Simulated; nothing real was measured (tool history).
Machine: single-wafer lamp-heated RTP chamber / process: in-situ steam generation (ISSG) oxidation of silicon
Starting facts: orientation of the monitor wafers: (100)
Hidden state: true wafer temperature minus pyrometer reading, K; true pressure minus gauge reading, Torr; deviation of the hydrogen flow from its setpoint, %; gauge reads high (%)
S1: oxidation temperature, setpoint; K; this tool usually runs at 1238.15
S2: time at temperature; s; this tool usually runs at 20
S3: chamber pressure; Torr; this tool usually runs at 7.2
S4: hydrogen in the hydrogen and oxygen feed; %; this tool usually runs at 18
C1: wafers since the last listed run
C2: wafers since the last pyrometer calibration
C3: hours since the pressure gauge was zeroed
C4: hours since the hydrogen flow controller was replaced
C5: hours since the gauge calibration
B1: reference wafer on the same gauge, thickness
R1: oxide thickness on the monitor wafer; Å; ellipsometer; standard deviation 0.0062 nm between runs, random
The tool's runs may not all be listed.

run   hour       S1  S2   S3  S4   C1    C2      C3      C4     C5     B1     R1
  1      0  1238.15  20  7.2  18    0  5756  3388.4  3954.6   30.9  4.269  42.79
  2   18.3  1242.15  20  7.2  18  118  5875  3406.7  3972.9   49.2   4.27  43.47
  3   52.5  1242.15  20  7.2  18  221  6096  3440.9  4007.1   83.4  4.269  43.44
  4   69.6  1242.15  20  7.2  18  110  6207    3458  4024.2  100.5   4.27  43.52
  5   96.4  1249.15  20  6.9  18  173  6381  3484.8    4051  127.3  4.269  44.44
  6  113.9  1249.15  20  6.9  18  113  6494  3502.3  4068.5  144.8   4.27  44.56
  7  134.3  1238.15  22  8.3  18  132  6626  3522.7  4088.9  165.2  4.269   44.9
     201.9  -- pyrometer window cleaned and pyrometer calibrated
  8  202.4  1238.15  22  8.3  18  389     3  3590.8    4157  233.3  4.268   43.6
  9  208.8  1238.15  22  8.3  18   41    44  3597.2  4163.4  239.7  4.271  43.57
     277.6  -- pressure gauge zeroed
     291.3  -- gauge calibrated
 10  294.8  1238.15  20  7.2  18  505   550    17.2  4249.4    3.5  4.271  41.72
     327.2  -- hydrogen flow controller replaced
 11  327.7  1238.15  20  7.2  18  161   711    50.1     0.5   36.4  4.274  41.89
 12  345.5  1238.15  26  7.2  18  115   826    67.9    18.3   54.2  4.273  47.02
 13  376.2  1238.15  17  7.2  23  198  1025    98.6      49   84.9  4.269  41.51
 14    405  1251.15  20  6.9  18  186  1212   127.4    77.8  113.7   4.27  43.75
 15  427.4  1238.15  20  7.8  12  145  1357   149.8   100.2  136.1  4.267   38.5
 16  490.1  1238.15  14  8.6  18  406  1763   212.5   162.9  198.8  4.269  36.28
 17  502.3  1238.15  20  8.1  24   79  1842   224.7   175.1    211  4.271  45.05
 18  515.6  1238.15  20  6.9  25   86  1928     238   188.4  224.3  4.268  45.49

What if the next run were any one of these 5? Each begins from the tool's condition after run 18:
  A   516  1243.15  20  7.2  18   2  1931  238.4  188.8  224.7   ?   ?
  B   516  1219.15  18  6.9  14   2  1931  238.4  188.8  224.7   ?   ?
  C   516  1219.15  24  7.2  18   2  1931  238.4  188.8  224.7   ?   ?
  D   516  1218.15  25  6.9  22   2  1931  238.4  188.8  224.7   ?   ?
  E   516  1238.15  20  8.4  18   2  1931  238.4  188.8  224.7   ?   ?

run     B1     R1
  A  4.269  42.81
  B  4.269  35.76
  C  4.269  42.82
  D  4.269  45.38
  E  4.269  42.18
Take away the tool's hidden state, keep each run's random variation, and the runs would have read:
run     R1
  A  42.34
  B  35.44
  C  42.39
  D  44.91
  E  41.73
